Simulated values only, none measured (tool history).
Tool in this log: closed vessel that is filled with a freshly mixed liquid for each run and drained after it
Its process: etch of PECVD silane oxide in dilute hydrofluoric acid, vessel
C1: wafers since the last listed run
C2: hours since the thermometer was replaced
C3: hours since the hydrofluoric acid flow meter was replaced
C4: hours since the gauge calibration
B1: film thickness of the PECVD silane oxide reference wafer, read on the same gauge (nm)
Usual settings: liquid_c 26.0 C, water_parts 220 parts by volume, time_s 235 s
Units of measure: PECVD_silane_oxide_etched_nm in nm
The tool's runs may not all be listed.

Run 1, hour 0.0: usual settings; C1 0; C2 1299.7; C3 1194.6; C4 14.6; B1 90.01. Result: PECVD_silane_oxide_etched_nm 42.51 nm.
Run 2, hour 7.0: usual settings but water_parts 250 parts by volume; C1 480; C2 1306.7; C3 1201.6; C4 21.6; B1 90.01. Result: PECVD_silane_oxide_etched_nm 36.01 nm.
Run 3, hour 24.3: usual settings but water_parts 250 parts by volume; C1 1188; C2 1324.0; C3 1218.9; C4 38.9; B1 90.01. Result: PECVD_silane_oxide_etched_nm 35.92 nm.
Run 4, hour 32.2: usual settings but water_parts 250 parts by volume; C1 542; C2 1331.9; C3 1226.8; C4 46.8; B1 90.00. Result: PECVD_silane_oxide_etched_nm 35.86 nm.
Run 5, hour 40.5: usual settings; C1 570; C2 1340.2; C3 1235.1; C4 55.1; B1 89.98. Result: PECVD_silane_oxide_etched_nm 42.02 nm.
Run 6, hour 47.4: usual settings but water_parts 150 parts by volume; C1 474; C2 1347.1; C3 1242.0; C4 62.0; B1 90.01. Result: PECVD_silane_oxide_etched_nm 67.30 nm.
Run 7, hour 63.4: usual settings but water_parts 150 parts by volume; C1 1099; C2 1363.1; C3 1258.0; C4 78.0; B1 89.99. Result: PECVD_silane_oxide_etched_nm 66.85 nm.
At hour 72.7: thermometer replaced.
Run 8, hour 79.1: usual settings but water_parts 150 parts by volume; C1 1009; C2 6.4; C3 1273.7; C4 93.7; B1 90.00. Result: PECVD_silane_oxide_etched_nm 67.04 nm.
Run 9, hour 89.3: usual settings but liquid_c 24.5 C; C1 700; C2 16.6; C3 1283.9; C4 103.9; B1 90.02. Result: PECVD_silane_oxide_etched_nm 40.00 nm.
At hour 100.7: gauge calibrated.
Run 10, hour 103.4: usual settings; C1 968; C2 30.7; C3 1298.0; C4 2.7; B1 90.01. Result: PECVD_silane_oxide_etched_nm 42.41 nm.
Run 11, hour 111.9: usual settings but water_parts 250 parts by volume, time_s 315 s; C1 583; C2 39.2; C3 1306.5; C4 11.2; B1 90.00. Result: PECVD_silane_oxide_etched_nm 48.32 nm.
Run 12, hour 124.5: usual settings but liquid_c 30.5 C, water_parts 260 parts by volume, time_s 180 s; C1 865; C2 51.8; C3 1319.1; C4 23.8; B1 90.00. Result: PECVD_silane_oxide_etched_nm 30.54 nm.
Run 13, hour 132.8: usual settings but water_parts 250 parts by volume; C1 570; C2 60.1; C3 1327.4; C4 32.1; B1 90.00. Result: PECVD_silane_oxide_etched_nm 35.98 nm.
At hour 136.3: hydrofluoric acid flow meter replaced.
Run 14, hour 147.5: usual settings but water_parts 190 parts by volume, time_s 365 s; C1 941; C2 74.8; C3 11.2; C4 46.8; B1 89.98. Result: PECVD_silane_oxide_etched_nm 78.76 nm.
Run 15, hour 161.2: usual settings but liquid_c 27.5 C, time_s 115 s; C1 941; C2 88.5; C3 24.9; C4 60.5; B1 90.00. Result: PECVD_silane_oxide_etched_nm 21.75 nm.
Run 16, hour 170.7: usual settings but liquid_c 29.0 C; C1 652; C2 98.0; C3 34.4; C4 70.0; B1 89.99. Result: PECVD_silane_oxide_etched_nm 47.05 nm.
Run 17, hour 205.0: usual settings but water_parts 140 parts by volume, time_s 175 s; C1 2356; C2 132.3; C3 68.7; C4 104.3; B1 90.00. Result: PECVD_silane_oxide_etched_nm 53.80 nm.

The tool's hidden state at each run:
liquid hotter than its thermometer reads (K): 0 across all the runs
hydrofluoric acid flow below the setpoint (%): 0 across all the runs
gauge reads high (%): 0 across all the runs

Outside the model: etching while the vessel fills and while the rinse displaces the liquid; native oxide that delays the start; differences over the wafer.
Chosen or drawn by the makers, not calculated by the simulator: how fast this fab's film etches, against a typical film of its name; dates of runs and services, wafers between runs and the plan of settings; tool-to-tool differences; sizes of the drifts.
